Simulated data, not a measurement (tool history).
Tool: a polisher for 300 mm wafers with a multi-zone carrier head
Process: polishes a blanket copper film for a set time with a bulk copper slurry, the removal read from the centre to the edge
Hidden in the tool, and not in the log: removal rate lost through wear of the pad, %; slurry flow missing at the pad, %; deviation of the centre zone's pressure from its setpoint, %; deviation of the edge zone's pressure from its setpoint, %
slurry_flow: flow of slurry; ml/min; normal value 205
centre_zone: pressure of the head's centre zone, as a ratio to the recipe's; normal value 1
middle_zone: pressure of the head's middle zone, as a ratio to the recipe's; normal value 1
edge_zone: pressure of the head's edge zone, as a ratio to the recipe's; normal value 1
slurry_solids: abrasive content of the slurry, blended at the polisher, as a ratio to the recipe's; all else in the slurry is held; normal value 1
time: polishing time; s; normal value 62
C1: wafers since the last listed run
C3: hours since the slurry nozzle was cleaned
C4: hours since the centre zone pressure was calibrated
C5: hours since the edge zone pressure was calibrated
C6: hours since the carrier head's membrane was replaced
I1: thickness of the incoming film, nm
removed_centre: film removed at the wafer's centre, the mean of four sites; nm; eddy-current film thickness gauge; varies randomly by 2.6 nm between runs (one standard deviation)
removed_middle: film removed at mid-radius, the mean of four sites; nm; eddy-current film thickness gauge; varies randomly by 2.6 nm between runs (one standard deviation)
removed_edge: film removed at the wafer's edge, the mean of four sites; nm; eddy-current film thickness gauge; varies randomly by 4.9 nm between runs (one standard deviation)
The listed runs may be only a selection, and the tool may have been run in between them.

Run 1, hour 0: usual settings but middle_zone 1.06; C1 0; wafers polished on this pad 628; C3 360.7; C4 694.8; C5 503.4; C6 1189.5; I1 2136.4. Result: removed_centre 384.3 nm, removed_middle 379.5 nm, removed_edge 351.7 nm.
Run 2, hour 29.3: usual settings but middle_zone 1.06; C1 363; wafers polished on this pad 991; C3 390; C4 724.1; C5 532.7; C6 1218.8; I1 2129.1. Result: removed_centre 383 nm, removed_middle 377 nm, removed_edge 356.8 nm.
Run 3, hour 55.6: usual settings but slurry_flow 265 ml/min, edge_zone 0.94; C1 325; wafers polished on this pad 1317; C3 416.3; C4 750.4; C5 559; C6 1245.1; I1 2174.1. Result: removed_centre 400.5 nm, removed_middle 373 nm, removed_edge 359.2 nm.
Run 4, hour 71.9: usual settings but slurry_flow 245 ml/min; C1 201; wafers polished on this pad 1519; C3 432.6; C4 766.7; C5 575.3; C6 1261.4; I1 2154.3. Result: removed_centre 398.3 nm, removed_middle 371.1 nm, removed_edge 358.9 nm.
At hour 100: centre zone pressure recalibrated.
At hour 101.3: worn pad replaced by a new one.
Run 5, hour 106: usual settings; C1 381; wafers polished on this pad 58; C3 466.7; C4 6; C5 609.4; C6 1295.5; I1 2139.9. Result: removed_centre 361.2 nm, removed_middle 363.7 nm, removed_edge 351.1 nm.
Run 6, hour 133.1: usual settings but time 75 s; C1 335; wafers polished on this pad 393; C3 493.8; C4 33.1; C5 636.5; C6 1322.6; I1 2159.9. Result: removed_centre 441.1 nm, removed_middle 434.4 nm, removed_edge 440.7 nm.
Run 7, hour 160.7: usual settings but time 75 s; C1 341; wafers polished on this pad 735; C3 521.4; C4 60.7; C5 664.1; C6 1350.2; I1 2160.7. Result: removed_centre 444.7 nm, removed_middle 437.6 nm, removed_edge 438.2 nm.
At hour 164.8: slurry nozzle cleaned.
At hour 174.9: edge zone pressure recalibrated.
At hour 175.2: carrier head's membrane replaced by a new one.
Run 8, hour 191.8: usual settings but centre_zone 1.03; C1 344; wafers polished on this pad 1079; C3 27; C4 91.8; C5 16.9; C6 16.6; I1 2156.8. Result: removed_centre 377.4 nm, removed_middle 361.6 nm, removed_edge 349.9 nm.
Run 9, hour 221.6: usual settings; C1 369; wafers polished on this pad 1449; C3 56.8; C4 121.6; C5 46.7; C6 46.4; I1 2165.7. Result: removed_centre 366.2 nm, removed_middle 357.5 nm, removed_edge 355.4 nm.
Run 10, hour 248.6: usual settings but middle_zone 1.05, slurry_solids 1.1; C1 334; wafers polished on this pad 1783; C3 83.8; C4 148.6; C5 73.7; C6 73.4; I1 2177. Result: removed_centre 376.6 nm, removed_middle 388.4 nm, removed_edge 364.9 nm.
At hour 257.2: worn pad replaced by a new one.
Run 11, hour 262: usual settings but slurry_flow 230 ml/min, centre_zone 0.92, edge_zone 0.97, time 50 s; C1 116; wafers polished on this pad 59; C3 97.2; C4 162; C5 87.1; C6 86.8; I1 2167. Result: removed_centre 279.6 nm, removed_middle 294.1 nm, removed_edge 289.6 nm.
Run 12, hour 279.1: usual settings but slurry_solids 0.9; C1 211; wafers polished on this pad 271; C3 114.3; C4 179.1; C5 104.2; C6 103.9; I1 2115.5. Result: removed_centre 358.1 nm, removed_middle 355.8 nm, removed_edge 346.8 nm.
Run 13, hour 301.5: usual settings but centre_zone 1.05; C1 277; wafers polished on this pad 548; C3 136.7; C4 201.5; C5 126.6; C6 126.3; I1 2125.8. Result: removed_centre 381.6 nm, removed_middle 361 nm, removed_edge 360.6 nm.
Run 14, hour 332.8: usual settings but slurry_flow 180 ml/min, centre_zone 0.91, time 72 s; C1 387; wafers polished on this pad 936; C3 168; C4 232.8; C5 157.9; C6 157.6; I1 2131. Result: removed_centre 389.2 nm, removed_middle 409 nm, removed_edge 412.2 nm.
Run 15, hour 351.8: usual settings but slurry_flow 140 ml/min, edge_zone 0.93; C1 235; wafers polished on this pad 1171; C3 187; C4 251.8; C5 176.9; C6 176.6; I1 2164. Result: removed_centre 338.2 nm, removed_middle 335.4 nm, removed_edge 320.9 nm.
Run 16, hour 418.3: usual settings but middle_zone 1.07, time 75 s; C1 823; wafers polished on this pad 1995; C3 253.5; C4 318.3; C5 243.4; C6 243.1; I1 2159.9. Result: removed_centre 458.5 nm, removed_middle 467.4 nm, removed_edge 429.2 nm.
Run 17, hour 443.3: usual settings; C1 309; wafers polished on this pad 2305; C3 278.5; C4 343.3; C5 268.4; C6 268.1; I1 2178.3. Result: removed_centre 374.8 nm, removed_middle 363.7 nm, removed_edge 357.7 nm.
At hour 458.2: worn pad replaced by a new one.
Run 18, hour 458.7: usual settings; C1 141; wafers polished on this pad 6; C3 293.9; C4 358.7; C5 283.8; C6 283.5; I1 2153.7. Result: removed_centre 374.2 nm, removed_middle 363.6 nm, removed_edge 353 nm.
Run 19, hour 471.4: usual settings but middle_zone 1.07, edge_zone 0.9, time 80 s; C1 157; wafers polished on this pad 163; C3 306.6; C4 371.4; C5 296.5; C6 296.2; I1 2128.5. Result: removed_centre 484.8 nm, removed_middle 496.8 nm, removed_edge 438.8 nm.
Run 20, hour 504.4: usual settings but slurry_flow 160 ml/min; C1 408; wafers polished on this pad 572; C3 339.6; C4 404.4; C5 329.5; C6 329.2; I1 2144. Result: removed_centre 358.6 nm, removed_middle 348.2 nm, removed_edge 345.7 nm.

Forecast each of these 5 alternatives for the next run:
Run A, hour 504.8: usual settings but time 54 s; C1 4; wafers polished on this pad 577; C3 340; C4 404.8; C5 329.9; C6 329.6; I1 2163.4. Result: removed_centre ?, removed_middle ?, removed_edge ?.
Run B, hour 504.8: usual settings but middle_zone 0.93, edge_zone 1.08; C1 4; wafers polished on this pad 577; C3 340; C4 404.8; C5 329.9; C6 329.6; I1 2163.4. Result: removed_centre ?, removed_middle ?, removed_edge ?.
Run C, hour 504.8: usual settings but slurry_solids 1.25; C1 4; wafers polished on this pad 577; C3 340; C4 404.8; C5 329.9; C6 329.6; I1 2163.4. Result: removed_centre ?, removed_middle ?, removed_edge ?.
Run D, hour 504.8: usual settings but slurry_flow 160 ml/min, centre_zone 1.06, middle_zone 0.9, edge_zone 0.9; C1 4; wafers polished on this pad 577; C3 340; C4 404.8; C5 329.9; C6 329.6; I1 2163.4. Result: removed_centre ?, removed_middle ?, removed_edge ?.
Run E, hour 504.8: usual settings but slurry_solids 1.3, time 79 s; C1 4; wafers polished on this pad 577; C3 340; C4 404.8; C5 329.9; C6 329.6; I1 2163.4. Result: removed_centre ?, removed_middle ?, removed_edge ?.

run  removed_centre  removed_middle  removed_edge
  A           325.4           316.5         314.8
  B           373.5           341.8         375.4
  C           397.6           386.6         384.6
  D           372.5           318.2         333.8
  E             512           497.9         495.3
Had the tool no hidden state, the same runs would have come out as:
run  removed_centre  removed_middle  removed_edge
  A             314           316.5         314.8
  B           360.4           341.9         375.4
  C           383.6           386.7         384.6
  D           359.5           318.3         333.8
  E           494.1             498         495.3
